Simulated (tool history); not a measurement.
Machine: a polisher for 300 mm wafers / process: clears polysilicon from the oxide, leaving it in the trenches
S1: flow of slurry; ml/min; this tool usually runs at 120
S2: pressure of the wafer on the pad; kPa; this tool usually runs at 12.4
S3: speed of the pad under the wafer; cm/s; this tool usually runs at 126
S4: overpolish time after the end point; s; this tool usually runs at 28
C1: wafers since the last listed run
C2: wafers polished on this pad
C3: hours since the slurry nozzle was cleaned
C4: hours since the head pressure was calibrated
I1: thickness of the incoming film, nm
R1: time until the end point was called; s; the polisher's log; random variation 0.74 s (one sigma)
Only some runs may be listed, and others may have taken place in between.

run    hour   S1    S2   S3  S4    C1    C2     C3      C4     I1    R1
  1     0.0  120  12.4  126  28     0  2407  489.0   749.8  648.6  57.5
  2    96.4  120  15.2  126  28   721  3129  585.4   846.2  642.0  51.3
  3   178.7  120  15.2  126  28   615  3744  667.7   928.5  656.5  53.9
  4   230.1  120  12.4  126  28   384  4129  719.1   979.9  651.0  61.8
      238.3  -- slurry nozzle cleaned
  5   271.6  120  12.4  126  28   303  4432   33.3  1021.4  649.5  57.9
      367.9  -- worn pad replaced by a new one
  6   374.8  120  12.4  126  28   742    51  136.5  1124.6  656.3  54.6
      429.6  -- head pressure recalibrated
  7   461.5  140  12.4  126  28   633   685  223.2    31.9  640.9  55.1
  8   539.6  140  12.4  126  28   584  1269  301.3   110.0  650.7  55.5
  9   601.0  140  12.4  126  28   459  1728  362.7   171.4  653.7  56.1
 10   643.9  120  12.4  126  37   320  2049  405.6   214.3  647.6  57.6
 11   735.0  120  12.4  126  37   681  2731  496.7   305.4  647.5  57.4
      828.7  -- slurry nozzle cleaned
 12   829.3  120  12.4  126  28   698  3429    0.6   399.7  648.7  56.2
 13   913.2  120  12.4  126  28   627  4056   84.5   483.6  661.5  59.7
 14   987.9  120  12.4  126  28   558  4615  159.2   558.3  654.3  59.6
     1063.2  -- worn pad replaced by a new one
 15  1064.8   95  12.4  126  28   545    11  236.1   635.2  655.8  58.4
 16  1212.8  120  12.4  126  28  1107  1118  384.1   783.2  644.4  56.3
 17  1275.2  120  13.8  126  28   466  1585  446.5   845.6  661.3  54.6
 18  1349.5  120  12.4  126  19   555  2141  520.8   919.9  662.0  59.6
 19  1417.8  120   9.0  126  28   510  2652  589.1   988.2  663.6  71.1
 20  1518.5  120  12.4  126  28   753  3406  689.8  1088.9  650.1  59.7
     1558.9  -- slurry nozzle cleaned
     1584.0  -- head pressure recalibrated
 21  1612.7  155  14.5  126  44   682  4088   53.8    28.7  642.6  50.1
     1648.4  -- worn pad replaced by a new one
 22  1680.1  105  15.2  126  28   474   236  121.2    96.1  647.9  48.4
 23  1742.4  155  12.4  126  28   466   702  183.5   158.4  645.0  54.2
 24  2045.4  120  14.5  158  13  2266  2969  486.5   461.4  644.7  41.4
 25  2084.4  120  12.4  126  28   291  3261  525.5   500.4  651.6  60.4
 26  2183.5  135  14.5   86  42   741  4003  624.6   599.5  647.9  78.7
     2229.9  -- worn pad replaced by a new one
 27  2274.9   85  10.3  158  43   653   336  716.0   690.9  646.2  55.5
     2329.6  -- slurry nozzle cleaned
 28  2380.1  120  12.4  126  28   779  1116   50.5   796.1  648.1  55.0
 29  2423.4  120  12.4  126  28   323  1440   93.8   839.4  638.6  56.0
 30  2526.0  120  12.4  126  28   767  2207  196.4   942.0  646.9  56.6
 31  2595.8  120  12.4  104  12   522  2730  266.2  1011.8  657.7  70.6
     2599.3  -- head pressure recalibrated
 32  2701.4  120  16.5  126  23   775  3505  371.8   102.1  642.5  48.0
 33  2752.2  120  12.4  126  28   380  3885  422.6   152.9  648.0  57.8
 34  2809.9  120  12.4  126  28   431  4317  480.3   210.6  638.3  61.1
 35  2869.5  120  12.4  158  28   445  4762  539.9   270.2  658.6  49.9

Entry by entry between the runs, the difference in hidden state between the last listed run before and the first listed run after:
From run 4 to run 5: slurry nozzle cleaned (hour 238.3)
  removal rate lost through wear of the pad, %: 6.06 -> 6.97; slurry flow missing at the pad, %: 44.5 -> 6.31
  measured less the result without the state, R1: +8.0 -> +4.5 s
From run 5 to run 6: worn pad replaced by a new one (hour 367.9)
  removal rate lost through wear of the pad, %: 6.97 -> 0.24; slurry flow missing at the pad, %: 6.31 -> 19.5
  measured less the result without the state, R1: +4.5 -> +1.6 s
From run 6 to run 7: head pressure recalibrated (hour 429.6)
  removal rate lost through wear of the pad, %: 0.24 -> 0.407; slurry flow missing at the pad, %: 19.5 -> 26.8
  measured less the result without the state, R1: +1.6 -> +2.2 s
From run 11 to run 12: slurry nozzle cleaned (hour 828.7)
  removal rate lost through wear of the pad, %: 2.82 -> 4.32; slurry flow missing at the pad, %: 37.9 -> 0.575
  measured less the result without the state, R1: +5.0 -> +2.4 s
From run 14 to run 15: worn pad replaced by a new one (hour 1063.2)
  removal rate lost through wear of the pad, %: 7.61 -> 0.515; slurry flow missing at the pad, %: 21.5 -> 27.5
  measured less the result without the state, R1: +6.2 -> +2.9 s
From run 20 to run 21: slurry nozzle cleaned (hour 1558.9); head pressure recalibrated (hour 1584.0)
  removal rate lost through wear of the pad, %: 4.49 -> 6.3; slurry flow missing at the pad, %: 40.5 -> 11.5
  measured less the result without the state, R1: +6.4 -> +3.8 s
From run 21 to run 22: worn pad replaced by a new one (hour 1648.4)
  removal rate lost through wear of the pad, %: 6.3 -> 0.0726; slurry flow missing at the pad, %: 11.5 -> 20
  measured less the result without the state, R1: +3.8 -> +1.5 s
From run 26 to run 27: worn pad replaced by a new one (hour 2229.9)
  removal rate lost through wear of the pad, %: 5.54 -> 0.305; slurry flow missing at the pad, %: 42.1 -> 43
  measured less the result without the state, R1: +9.1 -> +4.7 s
From run 27 to run 28: slurry nozzle cleaned (hour 2329.6)
  removal rate lost through wear of the pad, %: 0.305 -> 0.699; slurry flow missing at the pad, %: 43 -> 8.56
  measured less the result without the state, R1: +4.7 -> +1.0 s
From run 31 to run 32: head pressure recalibrated (hour 2599.3)
  removal rate lost through wear of the pad, %: 2.83 -> 4.53; slurry flow missing at the pad, %: 29.1 -> 34
  measured less the result without the state, R1: +5.0 -> +4.6 s
